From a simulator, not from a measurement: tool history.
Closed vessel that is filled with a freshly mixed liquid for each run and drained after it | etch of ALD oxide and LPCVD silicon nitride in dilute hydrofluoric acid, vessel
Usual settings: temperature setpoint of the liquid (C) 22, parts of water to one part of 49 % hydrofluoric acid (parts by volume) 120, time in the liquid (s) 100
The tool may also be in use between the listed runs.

run,hour,temperature setpoint of the liquid (C),parts of water to one part of 49 % hydrofluoric acid (parts by volume),time in the liquid (s),wafers since the last listed run,hours since the thermometer was replaced,hours since the hydrofluoric acid flow meter was replaced,hours since the gauge calibration,"read-back film thickness of the ALD oxide reference wafer, read on the same gauge (nm)","read-back film thickness of the LPCVD silicon nitride reference wafer, read on the same gauge (nm)",thickness taken off the ALD oxide on a monitor wafer (angstrom),thickness taken off the LPCVD silicon nitride on a monitor wafer (angstrom)
1,0,22,120,100,0,1838.9,88,1362.9,67.34,67.341,74.8,3.52
2,171,22,120,100,23881,2009.9,259,1533.9,67.24,67.257,74.3,3.65
3,230.8,22,120,100,8351,2069.7,318.8,1593.7,67.18,67.239,74.4,3.27
4,276.6,22,120,100,6396,2115.5,364.6,1639.5,67.19,67.22,73.6,3.01
# hour 436.6: hydrofluoric acid flow meter replaced
5,470.6,22,120,100,26954,2309.5,34,1833.5,67.12,67.128,73.6,3.57
6,524.8,22,120,100,7569,2363.7,88.2,1887.7,67.08,67.049,74.4,2.92
# hour 562: thermometer replaced
7,568.2,22,120,100,5921,6.2,131.6,1931.1,67.09,67.057,74.6,3.42
8,638.9,22,120,85,9873,76.9,202.3,2001.8,67.07,67.06,62.3,3.22
9,698.5,22,120,85,8323,136.5,261.9,2061.4,67.05,67.069,63,2.74
# hour 707.7: gauge calibrated
10,728.9,22,120,85,4245,166.9,292.3,21.2,70.63,70.613,67.2,3.26
11,760.7,22,140,160,4441,198.7,324.1,53,70.44,70.462,103.9,4.86
12,793.6,22,120,100,4594,231.6,357,85.9,70.27,70.274,77.4,3.5
13,849.6,26.5,100,75,7820,287.6,413,141.9,69.98,69.989,84.4,3.67
14,878.8,22,150,55,4078,316.8,442.2,171.1,69.87,69.877,33.3,1.66
15,906.9,22,80,120,3924,344.9,470.3,199.2,69.72,69.716,145.8,6.8
16,938.8,21,120,80,4455,376.8,502.2,231.1,69.61,69.586,59.5,2.76
17,970.4,22,120,45,4413,408.4,533.8,262.7,69.47,69.457,34.7,1.43
# hour 1011.4: hydrofluoric acid flow meter replaced
18,1029.4,26.5,150,100,8100,467.4,18,321.7,69.23,69.217,69.1,4.08
19,1098,20.5,75,60,9580,536,86.6,390.3,69,68.958,72.3,3.14

The next listed run, before its measurement:
20,1164.7,26,95,80,9315,602.7,153.3,457,?,?,?,?

Run 20 gave read-back film thickness of the ALD oxide reference wafer, read on the same gauge (nm) 68.82, read-back film thickness of the LPCVD silicon nitride reference wafer, read on the same gauge (nm) 68.838, thickness taken off the ALD oxide on a monitor wafer (angstrom) 92, thickness taken off the LPCVD silicon nitride on a monitor wafer (angstrom) 4.27.
Without the tool's hidden state the same run would have given thickness taken off the ALD oxide on a monitor wafer (angstrom) 93.6, thickness taken off the LPCVD silicon nitride on a monitor wafer (angstrom) 4.34.
